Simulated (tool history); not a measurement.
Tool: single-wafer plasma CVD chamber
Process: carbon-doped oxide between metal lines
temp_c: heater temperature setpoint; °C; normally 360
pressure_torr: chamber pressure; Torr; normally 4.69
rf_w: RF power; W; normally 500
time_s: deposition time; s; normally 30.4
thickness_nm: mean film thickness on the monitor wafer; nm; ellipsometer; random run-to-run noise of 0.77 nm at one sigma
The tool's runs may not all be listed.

run    hour  temp_c  pressure_torr  rf_w  time_s  read-back reference wafer on the same gauge, thickness_nm  thickness_nm
  1     0.0     360           4.69   500    33.2                                                    117.915       157.994
  2    42.8     360           4.69   500    33.2                                                    117.914       157.751
  3   132.5     360           4.69   500    33.2                                                    117.941       157.408
  4   174.2     360           3.91   500    30.4                                                    118.100       139.001
  5   221.5     360           4.69   500    30.4                                                    117.977       143.228
  6   258.8     360           4.69   500    25.2                                                    118.015       118.956
  7   360.3     364           4.69   500    25.2                                                    118.035       116.239
  8   431.8     360           5.01   585    25.3                                                    118.000       131.359
      448.2  -- thermocouple changed; heater temperature recalibrated
  9   529.7     374           4.69   500    30.4                                                    117.904       137.422
 10   599.0     360           4.69   500    28.5                                                    117.903       132.038
 11   636.7     368           3.93   430    32.5                                                    118.026       130.525
 12   702.7     360           4.69   500    28.5                                                    117.914       131.651
      791.5  -- RF generator calibrated
 13   809.4     360           4.98   500    30.4                                                    117.989       148.597
      850.8  -- capacitance manometer re-zeroed and calibrated
 14   908.2     355           4.25   500    32.3                                                    117.940       153.979
 15   999.3     369           4.69   500    30.4                                                    117.994       142.498
     1256.6  -- showerhead replaced
 16  1271.5     370           4.69   500    33.7                                                    117.941       153.161
 17  1372.5     360           4.69   500    27.5                                                    117.979       128.145
 18  1471.9     360           4.69   540    36.4                                                    118.036       179.047
 19  1529.1     360           5.49   500    24.8                                                    118.066       119.361
 20  1636.7     360           3.98   500    30.4                                                    118.098       138.896
 21  1727.6     349           3.82   440    35.1                                                    117.905       148.291
 22  1797.0     360           3.68   500    30.4                                                    117.967       134.548
 23  1891.8     360           4.69   500    26.5                                                    118.072       122.823
     1925.0  -- capacitance manometer re-zeroed and calibrated
 24  1953.5     355           4.69   590    30.4                                                    118.059       155.473
 25  2015.4     360           4.69   580    26.6                                                    117.985       132.883
     2065.6  -- RF generator calibrated
 26  2090.9     360           4.69   500    30.4                                                    118.121       145.570
 27  2142.9     360           4.69   500    28.5                                                    117.923       136.526

Give the tool's hidden conditions for every run:
wafer temperature above the value expected at the setpoint (K): 0 at every run
true pressure above the setpoint (%): 0 at every run
gauge reads high (%): 0 at every run
H1: delivered RF power above the setpoint (%)
run      H1
  1    -2.1
  2   -2.37
  3   -2.94
  4    -3.2
  5    -3.5
  6   -3.73
  7   -4.37
  8   -4.83
  9   -5.44
 10   -5.88
 11   -6.12
 12   -6.53
 13  -0.776
 14    -1.4
 15   -1.97
 16   -3.69
 17   -4.33
 18   -4.96
 19   -5.32
 20      -6
 21   -6.57
 22   -7.01
 23   -7.61
 24   -7.99
 25   -8.38
 26  -0.753
 27   -1.08
